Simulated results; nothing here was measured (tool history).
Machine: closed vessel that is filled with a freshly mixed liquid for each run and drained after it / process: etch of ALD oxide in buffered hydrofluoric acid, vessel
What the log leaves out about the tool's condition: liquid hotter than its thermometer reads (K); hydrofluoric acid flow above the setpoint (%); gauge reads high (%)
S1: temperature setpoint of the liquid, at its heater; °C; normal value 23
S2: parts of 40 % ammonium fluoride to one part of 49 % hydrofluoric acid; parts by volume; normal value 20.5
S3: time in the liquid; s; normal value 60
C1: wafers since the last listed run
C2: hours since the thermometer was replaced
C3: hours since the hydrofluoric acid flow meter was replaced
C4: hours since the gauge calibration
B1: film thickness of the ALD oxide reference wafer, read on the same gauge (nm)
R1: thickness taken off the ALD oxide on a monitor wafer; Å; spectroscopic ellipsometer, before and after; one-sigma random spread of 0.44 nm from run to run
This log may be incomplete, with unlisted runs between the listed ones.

run	day	S1	S2	S3	C1	C2	C3	C4	B1	R1
1	0	23	20.5	40	0	616.2	999.9	880.4	149.99	480.6
2	1.629	23	20.5	40	3468	655.3	1039	919.5	150.02	484.7
3	4.175	23	20.5	40	5419	716.4	1100.1	980.6	149.98	483.9
4	5.921	27	20.5	85	3716	758.3	1142	1022.5	150	1267.4
5	8.7	23	20.5	60	5916	825	1208.7	1089.2	150.02	723.7
6	11.354	23	20.5	60	5650	888.7	1272.4	1152.9	149.99	735
7	14.304	23	20.5	60	6280	959.5	1343.2	1223.7	150	731.2
8	17.008	23	20.5	60	5757	1024.4	1408.1	1288.6	149.99	732.6
9	18.825	23	20.5	60	3867	1068	1451.7	1332.2	149.98	726.8
10	21.154	23	20.5	60	4958	1123.9	1507.6	1388.1	149.98	731.9
11	23.438	23	20.5	60	4861	1178.7	1562.4	1442.9	149.98	736.8
12	24.967	23	20.5	60	3255	1215.4	1599.1	1479.6	149.99	731.7
13	27.354	23	20.5	60	5082	1272.7	1656.4	1536.9	149.99	737.5
# day 30.167: hydrofluoric acid flow meter replaced
14	32.646	23	20.5	30	11176	1399.7	59.5	1663.9	150.01	365.3
# day 34.038: thermometer replaced
15	34.933	23	20.5	60	4781	21.5	114.4	1718.8	149.99	715.5
16	37.504	19	20.5	30	5473	83.2	176.1	1780.5	150	291.1
# day 38.746: gauge calibrated
17	39.504	23	20.5	60	4257	131.2	224.1	18.2	149.99	715.1
18	43.317	23	25	85	8116	222.7	315.6	109.7	150.01	893.3
19	45.625	19.5	25.5	50	4914	278.1	371	165.1	150	420.1
20	48.225	23	20.5	60	5535	340.5	433.4	227.5	149.99	724.3
21	49.742	25	15	90	3228	376.9	469.8	263.9	150.01	1610.3
22	51.079	21	20.5	30	2847	409	501.9	296	150.01	321.9
23	52.579	21	25	45	3193	445	537.9	332	150.01	422.4
24	57.071	23	20.5	60	9562	552.8	645.7	439.8	150	722.3
25	58.704	23	26	45	3477	592	684.9	479	150.01	461.9
26	60.288	21.5	20.5	60	3370	630	722.9	517	150	669.6
27	63.208	23	17.5	85	6218	700.1	793	587.1	150.01	1200.4
28	64.45	23	28	60	2643	729.9	822.8	616.9	150	587.2
29	66.371	21.5	20.5	60	4089	776	868.9	663	150.02	674.4
30	68.912	23	20.5	60	5411	837	929.9	724	150	730.4
31	71.433	27.5	26	80	5366	897.5	990.4	784.5	149.98	1043
32	73.071	21.5	20.5	70	3486	936.8	1029.7	823.8	149.99	777.4
33	75.092	20	20.5	45	4302	985.3	1078.2	872.3	149.99	463.5
34	76.683	23	16	90	3388	1023.5	1116.4	910.5	150.01	1395.4
35	79.383	23	20.5	85	5748	1088.3	1181.2	975.3	150.01	1033.8

Forecast each of these 3 alternatives for the next run:
A	79.412	23	20.5	60	62	1089	1181.9	976	?	?
B	79.412	20	24.5	35	62	1089	1181.9	976	?	?
C	79.412	19	15	50	62	1089	1181.9	976	?	?

run	B1	R1
A	150	733.5
B	150	320.3
C	150	660.9
The same runs, with their run-to-run variation unchanged, on a tool lacking any hidden condition would have given:
run	R1
A	717.9
B	313.4
C	646.5

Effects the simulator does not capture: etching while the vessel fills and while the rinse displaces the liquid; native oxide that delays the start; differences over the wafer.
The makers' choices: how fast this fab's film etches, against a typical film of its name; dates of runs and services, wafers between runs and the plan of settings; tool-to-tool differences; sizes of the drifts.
